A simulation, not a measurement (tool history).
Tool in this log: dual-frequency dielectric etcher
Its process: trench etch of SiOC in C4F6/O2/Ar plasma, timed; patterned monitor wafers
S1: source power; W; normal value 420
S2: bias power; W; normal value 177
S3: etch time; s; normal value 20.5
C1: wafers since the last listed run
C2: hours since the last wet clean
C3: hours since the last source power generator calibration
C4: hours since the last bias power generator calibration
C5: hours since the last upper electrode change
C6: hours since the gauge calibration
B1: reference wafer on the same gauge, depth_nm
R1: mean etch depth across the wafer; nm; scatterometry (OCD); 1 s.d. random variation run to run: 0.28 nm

Run 1, hour 0: usual settings; C1 0; C2 354.8; C3 3414.2; C4 2254.9; C5 4897.6; C6 520.9; B1 42.44. Result: R1 39.73 nm.
Run 2, hour 12.9: usual settings; C1 205; C2 367.7; C3 3427.1; C4 2267.8; C5 4910.5; C6 533.8; B1 42.46. Result: R1 39.98 nm.
Run 3, hour 40.6: usual settings; C1 442; C2 395.4; C3 3454.8; C4 2295.5; C5 4938.2; C6 561.5; B1 42.51. Result: R1 39.74 nm.
Run 4, hour 57.2: usual settings; C1 264; C2 412; C3 3471.4; C4 2312.1; C5 4954.8; C6 578.1; B1 42.36. Result: R1 39.3 nm.
Run 5, hour 74: usual settings but S1 340 W, S2 150 W; C1 268; C2 428.8; C3 3488.2; C4 2328.9; C5 4971.6; C6 594.9; B1 42.38. Result: R1 33.91 nm.
Run 6, hour 88.4: usual settings but S1 340 W, S2 150 W; C1 229; C2 443.2; C3 3502.6; C4 2343.3; C5 4986; C6 609.3; B1 42.45. Result: R1 34.08 nm.
Run 7, hour 104: usual settings but S1 500 W; C1 248; C2 458.8; C3 3518.2; C4 2358.9; C5 5001.6; C6 624.9; B1 42.31. Result: R1 42.37 nm.
At hour 132.9: source power generator calibrated.
At hour 138.6: upper electrode replaced.
Run 8, hour 139.1: usual settings but S1 480 W, S2 154 W, S3 22 s; C1 404; C2 493.9; C3 6.2; C4 2394; C5 0.5; C6 660; B1 42.35. Result: R1 42.15 nm.
Run 9, hour 139.5: usual settings but S1 340 W, S2 218 W; C1 6; C2 494.3; C3 6.6; C4 2394.4; C5 0.9; C6 660.4; B1 42.35. Result: R1 39.23 nm.
Run 10, hour 139.8: usual settings but S1 380 W, S2 208 W, S3 17 s; C1 4; C2 494.6; C3 6.9; C4 2394.7; C5 1.2; C6 660.7; B1 42.47. Result: R1 33.02 nm.
Run 11, hour 151.7: usual settings but S1 450 W, S2 200 W, S3 19 s; C1 189; C2 506.5; C3 18.8; C4 2406.6; C5 13.1; C6 672.6; B1 42.37. Result: R1 39.39 nm.
Run 12, hour 163.4: usual settings but S1 340 W, S2 209 W, S3 15 s; C1 186; C2 518.2; C3 30.5; C4 2418.3; C5 24.8; C6 684.3; B1 42.4. Result: R1 27.86 nm.
At hour 171.8: bias power generator calibrated.
Run 13, hour 175.6: usual settings but S1 350 W, S2 139 W, S3 22.5 s; C1 130; C2 530.4; C3 42.7; C4 3.8; C5 37; C6 696.5; B1 42.25. Result: R1 35.81 nm.
At hour 191.1: gauge calibrated.
Run 14, hour 191.9: usual settings but S3 25.5 s; C1 260; C2 546.7; C3 59; C4 20.1; C5 53.3; C6 0.8; B1 42.32. Result: R1 47.29 nm.
Run 15, hour 198.2: usual settings but S1 350 W, S2 197 W, S3 23 s; C1 100; C2 553; C3 65.3; C4 26.4; C5 59.6; C6 7.1; B1 42.36. Result: R1 42.09 nm.
At hour 230.5: wet clean of the chamber.
Run 16, hour 231: usual settings; C1 140; C2 0.5; C3 98.1; C4 59.2; C5 92.4; C6 39.9; B1 42.37. Result: R1 40.83 nm.
Run 17, hour 231.3: usual settings; C1 4; C2 0.8; C3 98.4; C4 59.5; C5 92.7; C6 40.2; B1 42.34. Result: R1 40.28 nm.
Run 18, hour 235.5: usual settings but S1 340 W, S2 150 W; C1 67; C2 5; C3 102.6; C4 63.7; C5 96.9; C6 44.4; B1 42.38. Result: R1 34.78 nm.
Run 19, hour 251.4: usual settings but S2 198 W; C1 253; C2 20.9; C3 118.5; C4 79.6; C5 112.8; C6 60.3; B1 42.43. Result: R1 42.37 nm.
Run 20, hour 268.7: usual settings; C1 276; C2 38.2; C3 135.8; C4 96.9; C5 130.1; C6 77.6; B1 42.4. Result: R1 41.04 nm.
Run 21, hour 276.7: usual settings but S1 470 W, S2 157 W, S3 25 s; C1 127; C2 46.2; C3 143.8; C4 104.9; C5 138.1; C6 85.6; B1 42.36. Result: R1 49.54 nm.
Run 22, hour 285.3: usual settings; C1 137; C2 54.8; C3 152.4; C4 113.5; C5 146.7; C6 94.2; B1 42.3. Result: R1 41.25 nm.
Run 23, hour 293.3: usual settings but S3 22.5 s; C1 127; C2 62.8; C3 160.4; C4 121.5; C5 154.7; C6 102.2; B1 42.33. Result: R1 44.4 nm.
Run 24, hour 310.5: usual settings but S1 340 W, S2 134 W, S3 24 s; C1 274; C2 80; C3 177.6; C4 138.7; C5 171.9; C6 119.4; B1 42.41. Result: R1 38.93 nm.
Run 25, hour 328.3: usual settings but S1 340 W, S2 162 W, S3 23.5 s; C1 284; C2 97.8; C3 195.4; C4 156.5; C5 189.7; C6 137.2; B1 42.38. Result: R1 41.14 nm.
Run 26, hour 346.2: usual settings but S2 211 W, S3 16 s; C1 285; C2 115.7; C3 213.3; C4 174.4; C5 207.6; C6 155.1; B1 42.4. Result: R1 33.35 nm.
Run 27, hour 361.6: usual settings but S1 340 W, S2 212 W, S3 17 s; C1 245; C2 131.1; C3 228.7; C4 189.8; C5 223; C6 170.5; B1 42.5. Result: R1 32.93 nm.
Run 28, hour 371.6: usual settings but S2 157 W, S3 23 s; C1 159; C2 141.1; C3 238.7; C4 199.8; C5 233; C6 180.5; B1 42.56. Result: R1 43.3 nm.
Run 29, hour 378.3: usual settings but S1 360 W, S2 157 W, S3 25.5 s; C1 106; C2 147.8; C3 245.4; C4 206.5; C5 239.7; C6 187.2; B1 42.36. Result: R1 44.59 nm.
Run 30, hour 393.5: usual settings; C1 242; C2 163; C3 260.6; C4 221.7; C5 254.9; C6 202.4; B1 42.35. Result: R1 40.21 nm.
Run 31, hour 400.4: usual settings but S1 340 W, S2 150 W; C1 110; C2 169.9; C3 267.5; C4 228.6; C5 261.8; C6 209.3; B1 42.3. Result: R1 34.48 nm.

Across each entry between runs, compare the hidden state at the last listed run before it with the hidden state at the first listed run after it:
Logged between run 7 and run 8: source power generator calibrated (hour 132.9); upper electrode replaced (hour 138.6)
  etch rate over this chamber's usual, %: -4.33 -> -4.67
  measured result minus the result with no hidden state, R1: -1.92 -> -2.06 nm
Logged between run 12 and run 13: bias power generator calibrated (hour 171.8)
  etch rate over this chamber's usual, %: -4.91 -> -5.03
  measured result minus the result with no hidden state, R1: -1.44 -> -1.9 nm
Logged between run 13 and run 14: gauge calibrated (hour 191.1)
  etch rate over this chamber's usual, %: -5.03 -> -5.19
  measured result minus the result with no hidden state, R1: -1.9 -> -2.59 nm
Logged between run 15 and run 16: wet clean of the chamber (hour 230.5)
  etch rate over this chamber's usual, %: -5.25 -> 0.145
  measured result minus the result with no hidden state, R1: -2.33 -> +0.06 nm
